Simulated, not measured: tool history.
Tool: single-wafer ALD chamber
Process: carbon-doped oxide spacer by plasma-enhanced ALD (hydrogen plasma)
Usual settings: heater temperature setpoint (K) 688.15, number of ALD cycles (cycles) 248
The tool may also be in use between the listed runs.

| run | hour | heater temperature setpoint (K) | number of ALD cycles (cycles) | read-back reference wafer on the same gauge, thickness_nm | mean film thickness on the monitor wafer (nm) |
|---|---|---|---|---|---|
| 1 | 0 | 688.15 | 212 | 13.862 | 9.894 |
| 2 | 12 | 688.15 | 222 | 13.838 | 10.365 |
| 3 | 28.3 | 688.15 | 222 | 13.842 | 10.332 |
| 4 | 55.2 | 688.15 | 248 | 13.837 | 11.56 |
| 5 | 70.7 | 688.15 | 248 | 13.816 | 11.562 |
| 6 | 88.3 | 688.15 | 248 | 13.814 | 11.558 |
| 7 | 95.5 | 691.15 | 248 | 13.788 | 11.427 |
| 8 | 103 | 691.15 | 248 | 13.788 | 11.46 |
| 9 | 113.4 | 691.15 | 248 | 13.774 | 11.403 |
| 10 | 121.7 | 688.15 | 248 | 13.767 | 11.541 |
| 11 | 139.2 | 688.15 | 248 | 13.754 | 11.558 |
| 12 | 151.2 | 688.15 | 248 | 13.741 | 11.425 |
| 13 | 168.6 | 688.15 | 248 | 13.728 | 11.506 |
| 14 | 180.4 | 688.15 | 248 | 13.717 | 11.525 |
| 15 | 191 | 688.15 | 258 | 13.704 | 11.92 |
| 16 | 208.7 | 688.15 | 248 | 13.702 | 11.463 |
| 17 | 221.1 | 678.15 | 248 | 13.696 | 11.779 |
| 18 | 232.2 | 678.15 | 248 | 13.673 | 11.764 |
| 19 | 242.8 | 691.15 | 248 | 13.67 | 11.388 |
| 20 | 249.8 | 677.15 | 234 | 13.65 | 11.111 |
| 21 | 262.3 | 688.15 | 248 | 13.639 | 11.383 |
| 22 | 277.7 | 684.15 | 248 | 13.617 | 11.513 |
| 23 | 298.5 | 688.15 | 248 | 13.601 | 11.375 |
| 24 | 312.7 | 677.15 | 227 | 13.599 | 10.666 |
|  | 325.7 | thermocouple changed; heater temperature recalibrated |
| 25 | 326.2 | 693.15 | 230 | 13.566 | 10.382 |
| 26 | 332.2 | 688.15 | 248 | 13.562 | 11.332 |
|  | 336.3 | gauge calibrated |
| 27 | 349.8 | 697.15 | 230 | 13.913 | 10.485 |
| 28 | 363.6 | 695.15 | 295 | 13.901 | 13.591 |
| 29 | 371.9 | 700.15 | 248 | 13.9 | 11.228 |
| 30 | 383.2 | 692.15 | 222 | 13.899 | 10.298 |
| 31 | 396.2 | 700.15 | 199 | 13.901 | 8.971 |
| 32 | 406.3 | 688.15 | 271 | 13.888 | 12.681 |
| 33 | 413 | 676.15 | 206 | 13.899 | 9.972 |
| 34 | 443.1 | 688.15 | 248 | 13.884 | 11.619 |
| 35 | 466.1 | 688.15 | 248 | 13.878 | 11.583 |
| 36 | 505.6 | 682.15 | 248 | 13.856 | 11.767 |
| 37 | 517.7 | 688.15 | 248 | 13.87 | 11.61 |

4 ways to go on from here, each from the tool as it stands after run 37. What would each give?
| A | 518.5 | 693.15 | 248 | ? | ? |
| B | 518.5 | 688.15 | 211 | ? | ? |
| C | 518.5 | 680.15 | 215 | ? | ? |
| D | 518.5 | 683.15 | 248 | ? | ? |

| run | read-back reference wafer on the same gauge, thickness_nm | mean film thickness on the monitor wafer (nm) |
|---|---|---|
| A | 13.869 | 11.433 |
| B | 13.869 | 9.864 |
| C | 13.869 | 10.273 |
| D | 13.869 | 11.753 |
Without the tool's hidden state the same runs would have given:
| run | mean film thickness on the monitor wafer (nm) |
|---|---|
| A | 11.462 |
| B | 9.889 |
| C | 10.299 |
| D | 11.784 |

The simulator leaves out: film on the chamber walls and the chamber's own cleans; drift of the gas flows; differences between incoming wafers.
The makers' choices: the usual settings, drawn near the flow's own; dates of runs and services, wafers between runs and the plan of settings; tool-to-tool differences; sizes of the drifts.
